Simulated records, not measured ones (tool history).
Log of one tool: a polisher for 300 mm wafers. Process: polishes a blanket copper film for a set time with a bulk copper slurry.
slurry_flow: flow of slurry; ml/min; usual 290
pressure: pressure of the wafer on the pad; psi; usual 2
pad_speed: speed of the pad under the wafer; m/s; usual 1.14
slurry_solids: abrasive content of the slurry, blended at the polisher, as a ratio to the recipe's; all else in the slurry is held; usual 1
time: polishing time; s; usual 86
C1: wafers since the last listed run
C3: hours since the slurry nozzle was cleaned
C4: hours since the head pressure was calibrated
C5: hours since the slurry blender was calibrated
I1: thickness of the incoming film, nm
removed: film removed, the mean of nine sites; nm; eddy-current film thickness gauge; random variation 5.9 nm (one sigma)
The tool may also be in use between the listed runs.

{"run": 1, "hour": 0.0, "slurry_flow": 290, "pressure": 2, "pad_speed": 1.14, "slurry_solids": 1, "time": 86, "C1": 0, "wafers polished on this pad": 1037, "C3": 512.6, "C4": 366.5, "C5": 37.2, "I1": 2095.6, "removed": 736.3}
{"run": 2, "hour": 20.6, "slurry_flow": 290, "pressure": 2, "pad_speed": 1.14, "slurry_solids": 1, "time": 86, "C1": 94, "wafers polished on this pad": 1131, "C3": 533.2, "C4": 387.1, "C5": 57.8, "I1": 2070.5, "removed": 737.4}
{"run": 3, "hour": 39.1, "slurry_flow": 290, "pressure": 2, "pad_speed": 1.14, "slurry_solids": 1, "time": 86, "C1": 84, "wafers polished on this pad": 1216, "C3": 551.7, "C4": 405.6, "C5": 76.3, "I1": 2077.9, "removed": 733}
{"run": 4, "hour": 65.0, "slurry_flow": 290, "pressure": 2, "pad_speed": 1.26, "slurry_solids": 1, "time": 86, "C1": 118, "wafers polished on this pad": 1335, "C3": 577.6, "C4": 431.5, "C5": 102.2, "I1": 2070.1, "removed": 793}
{"hour": 77.9, "done": "slurry blender recalibrated"}
{"run": 5, "hour": 90.2, "slurry_flow": 290, "pressure": 2, "pad_speed": 1.26, "slurry_solids": 1, "time": 86, "C1": 106, "wafers polished on this pad": 1441, "C3": 602.8, "C4": 456.7, "C5": 12.3, "I1": 2087.7, "removed": 800.6}
{"hour": 98.6, "done": "worn pad replaced by a new one"}
{"run": 6, "hour": 113.7, "slurry_flow": 255, "pressure": 2, "pad_speed": 1.14, "slurry_solids": 1, "time": 110, "C1": 89, "wafers polished on this pad": 69, "C3": 626.3, "C4": 480.2, "C5": 35.8, "I1": 2085, "removed": 914.7}
{"run": 7, "hour": 128.9, "slurry_flow": 255, "pressure": 2, "pad_speed": 1.14, "slurry_solids": 1, "time": 110, "C1": 69, "wafers polished on this pad": 139, "C3": 641.5, "C4": 495.4, "C5": 51, "I1": 2100, "removed": 930.5}
{"run": 8, "hour": 144.3, "slurry_flow": 255, "pressure": 2, "pad_speed": 1.14, "slurry_solids": 1, "time": 110, "C1": 70, "wafers polished on this pad": 209, "C3": 656.9, "C4": 510.8, "C5": 66.4, "I1": 2077.7, "removed": 916.6}
{"run": 9, "hour": 179.2, "slurry_flow": 290, "pressure": 2, "pad_speed": 1.3, "slurry_solids": 1, "time": 86, "C1": 160, "wafers polished on this pad": 369, "C3": 691.8, "C4": 545.7, "C5": 101.3, "I1": 2099.6, "removed": 809.5}
{"hour": 191.3, "done": "slurry blender recalibrated"}
{"run": 10, "hour": 206.1, "slurry_flow": 290, "pressure": 2, "pad_speed": 1.3, "slurry_solids": 1, "time": 86, "C1": 114, "wafers polished on this pad": 483, "C3": 718.7, "C4": 572.6, "C5": 14.8, "I1": 2088.5, "removed": 810.6}
{"hour": 269.1, "done": "head pressure recalibrated"}
{"run": 11, "hour": 282.6, "slurry_flow": 290, "pressure": 1.5, "pad_speed": 1.14, "slurry_solids": 1, "time": 86, "C1": 341, "wafers polished on this pad": 825, "C3": 795.2, "C4": 13.5, "C5": 91.3, "I1": 2087.6, "removed": 483.8}
{"hour": 314.4, "done": "slurry blender recalibrated"}
{"hour": 343.9, "done": "slurry nozzle cleaned"}
{"run": 12, "hour": 352.5, "slurry_flow": 290, "pressure": 2, "pad_speed": 1.28, "slurry_solids": 1.2, "time": 86, "C1": 306, "wafers polished on this pad": 1132, "C3": 8.6, "C4": 83.4, "C5": 38.1, "I1": 2070.2, "removed": 738.2}
{"hour": 377.9, "done": "worn pad replaced by a new one"}
{"hour": 379.6, "done": "head pressure recalibrated, repeated, since the last time left the tool worse"}
{"run": 13, "hour": 380.1, "slurry_flow": 290, "pressure": 2, "pad_speed": 1.14, "slurry_solids": 1.15, "time": 115, "C1": 100, "wafers polished on this pad": 2, "C3": 36.2, "C4": 0.5, "C5": 65.7, "I1": 2051.3, "removed": 974.5}
{"run": 14, "hour": 389.7, "slurry_flow": 255, "pressure": 2, "pad_speed": 1.14, "slurry_solids": 1, "time": 110, "C1": 44, "wafers polished on this pad": 46, "C3": 45.8, "C4": 10.1, "C5": 75.3, "I1": 2096.5, "removed": 897.9}
{"run": 15, "hour": 412.6, "slurry_flow": 290, "pressure": 2, "pad_speed": 1.14, "slurry_solids": 1, "time": 96, "C1": 104, "wafers polished on this pad": 151, "C3": 68.7, "C4": 33, "C5": 98.2, "I1": 2090.3, "removed": 787.9}
{"hour": 425.8, "done": "slurry blender recalibrated"}
{"run": 16, "hour": 448.0, "slurry_flow": 330, "pressure": 2, "pad_speed": 1.26, "slurry_solids": 1, "time": 64, "C1": 153, "wafers polished on this pad": 304, "C3": 104.1, "C4": 68.4, "C5": 22.2, "I1": 2060.1, "removed": 586.5}
{"run": 17, "hour": 478.3, "slurry_flow": 290, "pressure": 2, "pad_speed": 1.14, "slurry_solids": 1, "time": 107, "C1": 138, "wafers polished on this pad": 443, "C3": 134.4, "C4": 98.7, "C5": 52.5, "I1": 2104.9, "removed": 898.6}
{"run": 18, "hour": 490.7, "slurry_flow": 290, "pressure": 2, "pad_speed": 1.3, "slurry_solids": 1, "time": 86, "C1": 56, "wafers polished on this pad": 500, "C3": 146.8, "C4": 111.1, "C5": 64.9, "I1": 2127.8, "removed": 794.2}
{"run": 19, "hour": 514.3, "slurry_flow": 290, "pressure": 2, "pad_speed": 1.14, "slurry_solids": 1, "time": 86, "C1": 108, "wafers polished on this pad": 608, "C3": 170.4, "C4": 134.7, "C5": 88.5, "I1": 2067.6, "removed": 735.3}
{"hour": 529.4, "done": "slurry blender recalibrated"}
{"run": 20, "hour": 535.1, "slurry_flow": 290, "pressure": 2, "pad_speed": 1.5, "slurry_solids": 1.25, "time": 86, "C1": 86, "wafers polished on this pad": 694, "C3": 191.2, "C4": 155.5, "C5": 5.7, "I1": 2117.1, "removed": 925}
{"run": 21, "hour": 568.0, "slurry_flow": 260, "pressure": 2.3, "pad_speed": 1.42, "slurry_solids": 0.85, "time": 86, "C1": 150, "wafers polished on this pad": 845, "C3": 224.1, "C4": 188.4, "C5": 38.6, "I1": 2099.3, "removed": 954.8}
{"run": 22, "hour": 588.1, "slurry_flow": 290, "pressure": 2, "pad_speed": 0.98, "slurry_solids": 1.25, "time": 86, "C1": 92, "wafers polished on this pad": 937, "C3": 244.2, "C4": 208.5, "C5": 58.7, "I1": 2104.7, "removed": 669.1}
{"run": 23, "hour": 607.9, "slurry_flow": 290, "pressure": 2, "pad_speed": 1.14, "slurry_solids": 1, "time": 86, "C1": 90, "wafers polished on this pad": 1028, "C3": 264, "C4": 228.3, "C5": 78.5, "I1": 2125.6, "removed": 722.3}

Forecast each of these 5 alternatives for the next run:
{"run": "A", "hour": 608.4, "slurry_flow": 290, "pressure": 2, "pad_speed": 1.14, "slurry_solids": 0.8, "time": 86, "C1": 2, "wafers polished on this pad": 1030, "C3": 264.5, "C4": 228.8, "C5": 79, "I1": 2082.7, "removed": "?"}
{"run": "B", "hour": 608.4, "slurry_flow": 245, "pressure": 2.4, "pad_speed": 1.36, "slurry_solids": 0.85, "time": 86, "C1": 2, "wafers polished on this pad": 1030, "C3": 264.5, "C4": 228.8, "C5": 79, "I1": 2082.7, "removed": "?"}
{"run": "C", "hour": 608.4, "slurry_flow": 290, "pressure": 2, "pad_speed": 1.36, "slurry_solids": 1, "time": 86, "C1": 2, "wafers polished on this pad": 1030, "C3": 264.5, "C4": 228.8, "C5": 79, "I1": 2082.7, "removed": "?"}
{"run": "D", "hour": 608.4, "slurry_flow": 290, "pressure": 2, "pad_speed": 1.32, "slurry_solids": 1, "time": 99, "C1": 2, "wafers polished on this pad": 1030, "C3": 264.5, "C4": 228.8, "C5": 79, "I1": 2082.7, "removed": "?"}
{"run": "E", "hour": 608.4, "slurry_flow": 195, "pressure": 2, "pad_speed": 1.14, "slurry_solids": 1, "time": 108, "C1": 2, "wafers polished on this pad": 1030, "C3": 264.5, "C4": 228.8, "C5": 79, "I1": 2082.7, "removed": "?"}

run=A removed=717.4
run=B removed=971.4
run=C removed=839.7
run=D removed=944.7
run=E removed=877
Without the tool's hidden state the same runs would have given:
run=A removed=693.2
run=B removed=938.6
run=C removed=811.4
run=D removed=912.8
run=E removed=847.4
